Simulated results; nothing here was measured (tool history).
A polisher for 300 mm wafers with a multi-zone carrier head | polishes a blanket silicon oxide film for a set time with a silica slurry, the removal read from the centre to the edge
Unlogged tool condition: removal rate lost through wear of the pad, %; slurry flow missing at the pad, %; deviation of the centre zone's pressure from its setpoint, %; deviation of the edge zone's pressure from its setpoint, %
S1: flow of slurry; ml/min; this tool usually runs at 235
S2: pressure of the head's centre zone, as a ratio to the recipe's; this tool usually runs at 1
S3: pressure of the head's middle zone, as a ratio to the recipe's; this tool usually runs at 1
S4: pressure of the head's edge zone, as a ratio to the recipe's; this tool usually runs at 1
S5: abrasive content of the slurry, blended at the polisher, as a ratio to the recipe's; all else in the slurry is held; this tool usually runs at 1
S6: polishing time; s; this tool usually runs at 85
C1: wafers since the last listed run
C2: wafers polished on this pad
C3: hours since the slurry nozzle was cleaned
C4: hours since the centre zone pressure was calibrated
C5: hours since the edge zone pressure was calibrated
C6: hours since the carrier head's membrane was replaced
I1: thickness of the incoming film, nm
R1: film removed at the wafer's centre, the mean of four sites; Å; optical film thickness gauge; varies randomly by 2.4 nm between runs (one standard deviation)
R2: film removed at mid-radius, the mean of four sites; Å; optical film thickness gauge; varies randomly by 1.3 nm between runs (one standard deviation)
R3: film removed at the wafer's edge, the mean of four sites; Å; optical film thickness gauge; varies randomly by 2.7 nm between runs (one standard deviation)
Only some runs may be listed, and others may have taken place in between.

run 1 hour=0 | S1=235 S2=1 S3=1 S4=1 S5=1 S6=85 | C1=0 C2=1143 C3=262.7 C4=110.7 C5=20 C6=68 | I1=1834.2 | R1=2046 R2=1980 R3=1934
-- hour=71.4 worn pad replaced by a new one
run 2 hour=99.5 | S1=260 S2=1 S3=1 S4=1 S5=1 S6=85 | C1=527 C2=155 C3=362.2 C4=210.2 C5=119.5 C6=167.5 | I1=1816.8 | R1=2115 R2=1976 R3=1983
run 3 hour=233.2 | S1=235 S2=1 S3=1 S4=1 S5=1 S6=85 | C1=738 C2=893 C3=495.9 C4=343.9 C5=253.2 C6=301.2 | I1=1811.1 | R1=2116 R2=1970 R3=1925
run 4 hour=336.7 | S1=235 S2=1 S3=1 S4=1 S5=1 S6=85 | C1=571 C2=1465 C3=599.4 C4=447.4 C5=356.7 C6=404.7 | I1=1790.2 | R1=2092 R2=1940 R3=1950
-- hour=367.9 worn pad replaced by a new one
-- hour=382 slurry nozzle cleaned
run 5 hour=433.6 | S1=235 S2=1 S3=1 S4=1 S5=1 S6=85 | C1=507 C2=357 C3=51.6 C4=544.3 C5=453.6 C6=501.6 | I1=1796.8 | R1=2123 R2=1983 R3=1936
run 6 hour=490.9 | S1=235 S2=1.06 S3=1 S4=1 S5=1 S6=85 | C1=316 C2=673 C3=108.9 C4=601.6 C5=510.9 C6=558.9 | I1=1824.9 | R1=2216 R2=1976 R3=1960
-- hour=519.9 centre zone pressure recalibrated
-- hour=627.1 worn pad replaced by a new one
-- hour=709.4 carrier head's membrane replaced by a new one
run 7 hour=809.6 | S1=235 S2=1.06 S3=1 S4=1 S5=1 S6=85 | C1=1699 C2=980 C3=427.6 C4=289.7 C5=829.6 C6=100.2 | I1=1802.7 | R1=2265 R2=1970 R3=1921
run 8 hour=864.2 | S1=235 S2=1 S3=1 S4=1 S5=0.7 S6=85 | C1=301 C2=1281 C3=482.2 C4=344.3 C5=884.2 C6=154.8 | I1=1783.8 | R1=1748 R2=1644 R3=1575
run 9 hour=916.8 | S1=235 S2=1 S3=1 S4=1 S5=1 S6=55 | C1=290 C2=1572 C3=534.8 C4=396.9 C5=936.8 C6=207.4 | I1=1818.1 | R1=1345 R2=1282 R3=1207
-- hour=926.6 worn pad replaced by a new one
run 10 hour=955.7 | S1=235 S2=0.92 S3=1 S4=1 S5=1 S6=85 | C1=192 C2=160 C3=573.7 C4=435.8 C5=975.7 C6=246.3 | I1=1820.7 | R1=1948 R2=1964 R3=1950
-- hour=983.2 edge zone pressure recalibrated
run 11 hour=1055.6 | S1=235 S2=1.07 S3=1 S4=1.06 S5=0.7 S6=85 | C1=540 C2=701 C3=673.6 C4=535.7 C5=72.4 C6=346.2 | I1=1796.8 | R1=1938 R2=1649 R3=1659
-- hour=1069 centre zone pressure recalibrated
-- hour=1072.5 slurry nozzle cleaned
run 12 hour=1106.3 | S1=235 S2=1 S3=1 S4=1 S5=1 S6=85 | C1=263 C2=964 C3=33.8 C4=37.3 C5=123.1 C6=396.9 | I1=1836.1 | R1=1991 R2=1971 R3=1960
run 13 hour=1200.8 | S1=235 S2=1 S3=1 S4=1 S5=1 S6=85 | C1=521 C2=1486 C3=128.3 C4=131.8 C5=217.6 C6=491.4 | I1=1818.2 | R1=1991 R2=1984 R3=1903

Predict the results of run 14:
-- hour=1205.6 worn pad replaced by a new one
run 14 hour=1253.9 | S1=235 S2=1 S3=1 S4=1 S5=1 S6=85 | C1=271 C2=266 C3=181.4 C4=184.9 C5=270.7 C6=544.5 | I1=1840.6 | R1=? R2=? R3=?

For run 14 the tool returned R1 2006 Å, R2 1977 Å, R3 1930 Å.
Take away the tool's hidden state, keep the run-to-run variation as it was, and the same run would have given R1 1925 Å, R2 1977 Å, R3 1930 Å.
